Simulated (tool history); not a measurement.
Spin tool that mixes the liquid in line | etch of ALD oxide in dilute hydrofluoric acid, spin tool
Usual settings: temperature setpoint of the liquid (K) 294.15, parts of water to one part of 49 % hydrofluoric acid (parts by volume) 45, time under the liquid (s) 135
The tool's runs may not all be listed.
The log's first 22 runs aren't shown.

| run | hour | temperature setpoint of the liquid (K) | parts of water to one part of 49 % hydrofluoric acid (parts by volume) | time under the liquid (s) | wafers since the last listed run | hours since the thermometer was replaced | hours since the hydrofluoric acid flow meter was replaced | hours since the gauge calibration | read-back film thickness of the ALD oxide reference wafer, read on the same gauge (nm) | thickness taken off the ALD oxide on a monitor wafer (angstrom) |
|---|---|---|---|---|---|---|---|---|---|---|
| 23 | 555.4 | 294.15 | 50 | 85 | 337 | 116.6 | 135.9 | 198.8 | 149.98 | 163.5 |
| 24 | 587.4 | 294.15 | 55 | 135 | 380 | 148.6 | 167.9 | 230.8 | 150.02 | 235.5 |
| 25 | 606.8 | 298.15 | 45 | 110 | 230 | 168 | 187.3 | 250.2 | 149.99 | 284.3 |
| 26 | 620.2 | 294.15 | 45 | 135 | 159 | 181.4 | 200.7 | 263.6 | 150.03 | 296.2 |
| 27 | 637.2 | 290.15 | 45 | 100 | 202 | 198.4 | 217.7 | 280.6 | 149.93 | 183.2 |
| 28 | 662.9 | 298.15 | 60 | 175 | 305 | 224.1 | 243.4 | 306.3 | 149.96 | 331.1 |
| 29 | 683.9 | 290.65 | 60 | 135 | 249 | 245.1 | 264.4 | 327.3 | 150.04 | 186.3 |
| 30 | 705.7 | 294.15 | 45 | 135 | 259 | 266.9 | 286.2 | 349.1 | 150.04 | 295.5 |
| 31 | 718.4 | 290.15 | 30 | 60 | 151 | 279.6 | 298.9 | 361.8 | 149.98 | 167.4 |
| 32 | 749.2 | 296.65 | 30 | 180 | 366 | 310.4 | 329.7 | 392.6 | 150 | 664.6 |
| 33 | 856.5 | 294.15 | 45 | 135 | 1276 | 417.7 | 437 | 499.9 | 149.96 | 292.5 |
| 34 | 877.6 | 294.15 | 45 | 135 | 251 | 438.8 | 458.1 | 521 | 150.03 | 292.8 |

Forecast each of these 4 alternatives for the next run:
| A | 878.1 | 294.15 | 65 | 135 | 5 | 439.3 | 458.6 | 521.5 | ? | ? |
| B | 878.1 | 290.15 | 50 | 70 | 5 | 439.3 | 458.6 | 521.5 | ? | ? |
| C | 878.1 | 290.15 | 40 | 195 | 5 | 439.3 | 458.6 | 521.5 | ? | ? |
| D | 878.1 | 294.15 | 35 | 90 | 5 | 439.3 | 458.6 | 521.5 | ? | ? |

| run | read-back film thickness of the ALD oxide reference wafer, read on the same gauge (nm) | thickness taken off the ALD oxide on a monitor wafer (angstrom) |
|---|---|---|
| A | 149.99 | 197.1 |
| B | 149.99 | 114.3 |
| C | 149.99 | 402.9 |
| D | 149.99 | 253.9 |
Without the tool's hidden state the same runs would have given:
| run | thickness taken off the ALD oxide on a monitor wafer (angstrom) |
|---|---|
| A | 201.3 |
| B | 116.5 |
| C | 410.1 |
| D | 258.6 |
